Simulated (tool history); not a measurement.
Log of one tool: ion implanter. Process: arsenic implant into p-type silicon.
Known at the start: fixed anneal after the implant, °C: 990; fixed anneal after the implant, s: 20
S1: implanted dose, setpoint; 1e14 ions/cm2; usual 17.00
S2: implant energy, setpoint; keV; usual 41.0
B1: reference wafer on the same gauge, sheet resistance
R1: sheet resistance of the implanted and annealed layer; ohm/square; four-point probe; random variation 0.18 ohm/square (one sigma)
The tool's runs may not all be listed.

run 1 hour=0.0 | S1=21.04 S2=33.0 | B1=76.22 | R1=89.26
run 2 hour=78.0 | S1=21.04 S2=33.0 | B1=76.34 | R1=89.83
run 3 hour=123.2 | S1=17.00 S2=32.5 | B1=76.27 | R1=94.25
run 4 hour=168.1 | S1=17.00 S2=32.5 | B1=76.32 | R1=94.65
run 5 hour=252.1 | S1=17.00 S2=41.0 | B1=76.32 | R1=85.90
run 6 hour=335.1 | S1=17.00 S2=41.0 | B1=76.22 | R1=86.20
run 7 hour=442.7 | S1=17.00 S2=41.0 | B1=76.30 | R1=85.73
run 8 hour=524.2 | S1=17.00 S2=41.0 | B1=76.25 | R1=86.24
run 9 hour=576.4 | S1=17.00 S2=41.0 | B1=76.30 | R1=85.97
run 10 hour=617.9 | S1=13.76 S2=51.5 | B1=76.33 | R1=86.83
run 11 hour=661.7 | S1=13.76 S2=51.5 | B1=76.33 | R1=86.94
-- hour=682.4 gauge calibrated
run 12 hour=698.0 | S1=13.76 S2=51.5 | B1=76.29 | R1=86.68
run 13 hour=803.6 | S1=17.00 S2=48.0 | B1=76.28 | R1=80.94
-- hour=812.9 extraction supply calibrated
run 14 hour=1097.8 | S1=17.00 S2=48.0 | B1=76.32 | R1=79.82
-- hour=1119.2 Faraday cup replaced and dose calibrated
run 15 hour=1186.5 | S1=17.00 S2=48.0 | B1=76.30 | R1=81.03
run 16 hour=1223.0 | S1=13.97 S2=53.0 | B1=76.29 | R1=85.85
run 17 hour=1294.1 | S1=12.99 S2=27.0 | B1=76.29 | R1=109.21
run 18 hour=1379.3 | S1=21.62 S2=52.0 | B1=76.33 | R1=72.67
run 19 hour=1424.1 | S1=14.97 S2=29.5 | B1=76.26 | R1=100.78
run 20 hour=1475.7 | S1=18.41 S2=37.0 | B1=76.22 | R1=86.81
run 21 hour=1526.8 | S1=15.31 S2=33.0 | B1=76.30 | R1=96.46
run 22 hour=1626.5 | S1=17.00 S2=41.0 | B1=76.33 | R1=85.56
run 23 hour=1725.6 | S1=15.38 S2=29.0 | B1=76.32 | R1=101.38
run 24 hour=1820.2 | S1=14.75 S2=31.5 | B1=76.33 | R1=99.03
run 25 hour=1870.1 | S1=17.00 S2=37.0 | B1=76.28 | R1=89.30
run 26 hour=1924.1 | S1=17.00 S2=41.0 | B1=76.30 | R1=85.34
run 27 hour=2027.1 | S1=15.43 S2=48.0 | B1=76.33 | R1=84.14
run 28 hour=2102.4 | S1=21.04 S2=33.0 | B1=76.31 | R1=89.47
run 29 hour=2199.4 | S1=21.46 S2=41.0 | B1=76.27 | R1=80.65
run 30 hour=2257.5 | S1=21.77 S2=41.0 | B1=76.35 | R1=80.26

3 ways to go on from here, each from the tool as it stands after run 30. What would each give?
run A hour=2257.9 | S1=17.00 S2=41.0 | B1=? | R1=?
run B hour=2257.9 | S1=11.99 S2=27.0 | B1=? | R1=?
run C hour=2257.9 | S1=17.00 S2=52.0 | B1=? | R1=?

run=A B1=76.36 R1=85.43
run=B B1=76.36 R1=112.97
run=C B1=76.36 R1=78.75
Without the tool's hidden state the same runs would have given:
run=A R1=84.73
run=B R1=112.27
run=C R1=78.38
